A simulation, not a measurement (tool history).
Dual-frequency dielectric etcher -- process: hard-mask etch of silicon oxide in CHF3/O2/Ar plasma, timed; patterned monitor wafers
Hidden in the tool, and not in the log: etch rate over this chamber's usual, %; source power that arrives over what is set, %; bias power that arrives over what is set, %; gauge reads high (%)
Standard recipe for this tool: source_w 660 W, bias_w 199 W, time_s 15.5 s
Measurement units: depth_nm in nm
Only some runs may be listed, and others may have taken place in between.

run    hour  source_w  bias_w  time_s  wafers since the last listed run  hours since the last wet clean  hours since the last source power generator calibration  hours since the last bias power generator calibration  hours since the last upper electrode change  hours since the gauge calibration  read-back reference wafer on the same gauge, depth_nm  depth_nm
  1       0       660     199    15.5                                 0                            74.9                                                    108.9                                                 4866.6                                       5351.9                             1337.7                                                  31.68     30.78
  2    44.1       660     199    15.5                               804                             119                                                      153                                                 4910.7                                         5396                             1381.8                                                  31.69     30.72
  3    90.9       660     199    15.5                               854                           165.8                                                    199.8                                                 4957.5                                       5442.8                             1428.6                                                   31.7     30.56
  4   134.9       660     199    15.5                               803                           209.8                                                    243.8                                                 5001.5                                       5486.8                             1472.6                                                  31.71      30.7
  5   189.2       660     199    15.5                               991                           264.1                                                    298.1                                                 5055.8                                       5541.1                             1526.9                                                  31.71     30.55
      236.9  -- upper electrode replaced
  6   255.6       660     199    15.5                               773                           330.5                                                    364.5                                                 5122.2                                         18.7                             1593.3                                                  31.68     30.47
  7   311.8       660     236    15.5                              1025                           386.7                                                    420.7                                                 5178.4                                         74.9                             1649.5                                                  31.67     32.92
      337.4  -- gauge calibrated
  8   348.4       510     171      14                               668                           423.3                                                    457.3                                                   5215                                        111.5                                 11                                                  31.68     22.96
  9   381.4       660     199    15.5                               602                           456.3                                                    490.3                                                   5248                                        144.5                                 44                                                  31.68     30.06
      483.6  -- wet clean of the chamber
 10   508.7       790     199    17.5                              1885                            25.1                                                    617.6                                                 5375.3                                        271.8                              171.3                                                   31.7      37.1
 11   538.8       660     168    15.5                               549                            55.2                                                    647.7                                                 5405.4                                        301.9                              201.4                                                   31.7     28.42
 12   563.3       610     230    15.5                               447                            79.7                                                    672.2                                                 5429.9                                        326.4                              225.9                                                  31.68     31.45
 13   621.7       660     246    12.5                              1065                           138.1                                                    730.6                                                 5488.3                                        384.8                              284.3                                                   31.7     27.06
 14   647.7       660     199    15.5                               474                           164.1                                                    756.6                                                 5514.3                                        410.8                              310.3                                                  31.71     30.49
 15   747.9       660     199    15.5                              1828                           264.3                                                    856.8                                                 5614.5                                          511                              410.5                                                  31.74     30.19
 16     793       750     199      14                               823                           309.4                                                    901.9                                                 5659.6                                        556.1                              455.6                                                  31.66     28.57
      807.1  -- bias power generator calibrated
 17   980.7       760     172      20                              3353                           497.1                                                   1089.6                                                  173.6                                        743.8                              643.3                                                  31.73     39.61
 18  1011.4       610     186    17.5                               560                           527.8                                                   1120.3                                                  204.3                                        774.5                                674                                                  31.69      32.8
     1047.7  -- wet clean of the chamber
 19  1076.9       550     239      18                               757                            29.2                                                   1185.8                                                  269.8                                          840                              739.5                                                  31.69     37.01
 20  1122.3       660     199    15.5                               828                            74.6                                                   1231.2                                                  315.2                                        885.4                              784.9                                                  31.69     31.65
 21  1173.7       800     236    18.5                               938                             126                                                   1282.6                                                  366.6                                        936.8                              836.3                                                  31.72     43.96
 22  1221.9       660     199    15.5                               879                           174.2                                                   1330.8                                                  414.8                                          985                              884.5                                                  31.71     31.32
 23  1272.7       730     199    15.5                               927                             225                                                   1381.6                                                  465.6                                       1035.8                              935.3                                                  31.69     32.61
 24  1321.6       660     199    15.5                               892                           273.9                                                   1430.5                                                  514.5                                       1084.7                              984.2                                                  31.69     31.25
 25  1384.5       560     214    15.5                              1148                           336.8                                                   1493.4                                                  577.4                                       1147.6                             1047.1                                                  31.67      30.1
 26  1417.6       660     178    15.5                               604                           369.9                                                   1526.5                                                  610.5                                       1180.7                             1080.2                                                  31.73     29.58
 27  1465.1       590     199    19.5                               867                           417.4                                                     1574                                                    658                                       1228.2                             1127.7                                                  31.73     37.36
 28  1537.1       590     199    17.5                              1314                           489.4                                                     1646                                                    730                                       1300.2                             1199.7                                                  31.71     33.42
     1578.1  -- wet clean of the chamber
 29  1579.7       760     215      11                               339                             1.6                                                   1688.6                                                  772.6                                       1342.8                             1242.3                                                  31.73     24.78

Hidden state at the last listed run before each entry between runs and at the first one after, where it differs:
In the gap between runs 5 and 6: upper electrode replaced (hour 236.9)
  etch rate over this chamber's usual, %: -0.953 -> -1.24; bias power that arrives over what is set, %: -5.23 -> -5.36
  measured minus no-state result, depth_nm: -1.07 -> -1.17 nm
In the gap between runs 7 and 8: gauge calibrated (hour 337.4)
  etch rate over this chamber's usual, %: -1.48 -> -1.64; bias power that arrives over what is set, %: -5.48 -> -5.56
  measured minus no-state result, depth_nm: -1.41 -> -0.99 nm
In the gap between runs 9 and 10: wet clean of the chamber (hour 483.6)
  etch rate over this chamber's usual, %: -1.78 -> -0.311; bias power that arrives over what is set, %: -5.63 -> -5.91
  measured minus no-state result, depth_nm: -1.37 -> -1.16 nm
In the gap between runs 16 and 17: bias power generator calibrated (hour 807.1)
  etch rate over this chamber's usual, %: -1.53 -> -2.34; bias power that arrives over what is set, %: -6.55 -> 0.715
  measured minus no-state result, depth_nm: -1.35 -> -0.82 nm
In the gap between runs 18 and 19: wet clean of the chamber (hour 1047.7)
  etch rate over this chamber's usual, %: -2.47 -> -0.299; bias power that arrives over what is set, %: 0.713 -> 0.706
  measured minus no-state result, depth_nm: -0.72 -> +0.01 nm
In the gap between runs 28 and 29: wet clean of the chamber (hour 1578.1)
  etch rate over this chamber's usual, %: -2.28 -> 0.363; bias power that arrives over what is set, %: 0.612 -> 0.599
  measured minus no-state result, depth_nm: -0.68 -> +0.16 nm
